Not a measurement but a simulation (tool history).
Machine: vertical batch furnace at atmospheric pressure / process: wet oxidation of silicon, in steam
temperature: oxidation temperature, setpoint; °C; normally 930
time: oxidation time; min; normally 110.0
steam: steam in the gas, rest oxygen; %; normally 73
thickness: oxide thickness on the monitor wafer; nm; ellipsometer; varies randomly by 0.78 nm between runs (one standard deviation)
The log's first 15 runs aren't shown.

run	hour	temperature	time	steam	wafers since the last listed run	hours since the last temperature calibration	hours since the steam generator was serviced	hours since the gauge calibration	read-back reference wafer on the same gauge, thickness	thickness
# hour 1419.4: steam generator serviced, repeated, since the last time left the tool worse
16	1419.9	930	110.0	73	1108	418.9	0.5	315.9	350.17	291.64
17	1447.1	930	110.0	73	309	446.1	27.7	343.1	349.81	289.10
18	1522.7	930	133.5	63	860	521.7	103.3	418.7	349.58	298.18
19	1604.5	930	110.0	73	931	603.5	185.1	500.5	349.58	287.13
20	1670.5	946	96.0	73	751	669.5	251.1	566.5	350.29	297.89
21	1764.2	930	110.0	73	1066	763.2	344.8	660.2	350.08	284.82
22	1856.3	930	123.5	73	1048	855.3	436.9	752.3	350.06	309.89
23	1964.2	912	133.0	85	1228	963.2	544.8	860.2	349.97	311.92
24	2053.4	930	110.0	73	1015	1052.4	634.0	949.4	349.83	282.56
25	2101.3	930	110.0	73	545	1100.3	681.9	997.3	350.12	282.06
26	2167.5	930	110.0	73	753	1166.5	748.1	1063.5	349.89	284.22
27	2224.3	930	110.0	73	646	1223.3	804.9	1120.3	350.09	282.49
28	2283.0	911	157.5	81	668	1282.0	863.6	1179.0	350.16	335.27
29	2353.5	930	110.0	84	802	1352.5	934.1	1249.5	349.97	312.35
30	2394.1	947	153.5	77	462	1393.1	974.7	1290.1	350.19	431.09
31	2450.5	930	60.0	73	642	1449.5	1031.1	1346.5	349.87	176.73
32	2547.1	917	89.0	73	1099	1546.1	1127.7	1443.1	349.70	210.55
# hour 2589.6: gauge calibrated
33	2642.7	930	110.0	65	1088	1641.7	1223.3	53.1	349.72	256.48
34	2706.0	915	124.5	73	720	1705.0	1286.6	116.4	350.14	268.01
35	2786.7	952	95.5	73	918	1785.7	1367.3	197.1	350.03	308.03

Alternative continuations, all from the tool just after run 35; predict every row:
A	2793.1	930	110.0	73	72	1792.1	1373.7	203.5	?	?
B	2793.1	930	149.0	73	72	1792.1	1373.7	203.5	?	?
C	2793.1	919	110.0	73	72	1792.1	1373.7	203.5	?	?
D	2793.1	930	110.0	80	72	1792.1	1373.7	203.5	?	?

run	read-back reference wafer on the same gauge, thickness	thickness
A	350.11	279.94
B	350.11	351.64
C	350.11	252.46
D	350.11	300.03
The same runs, with their run-to-run variation unchanged, on a tool lacking any hidden condition would have given:
run	thickness
A	290.56
B	364.68
C	262.21
D	311.34
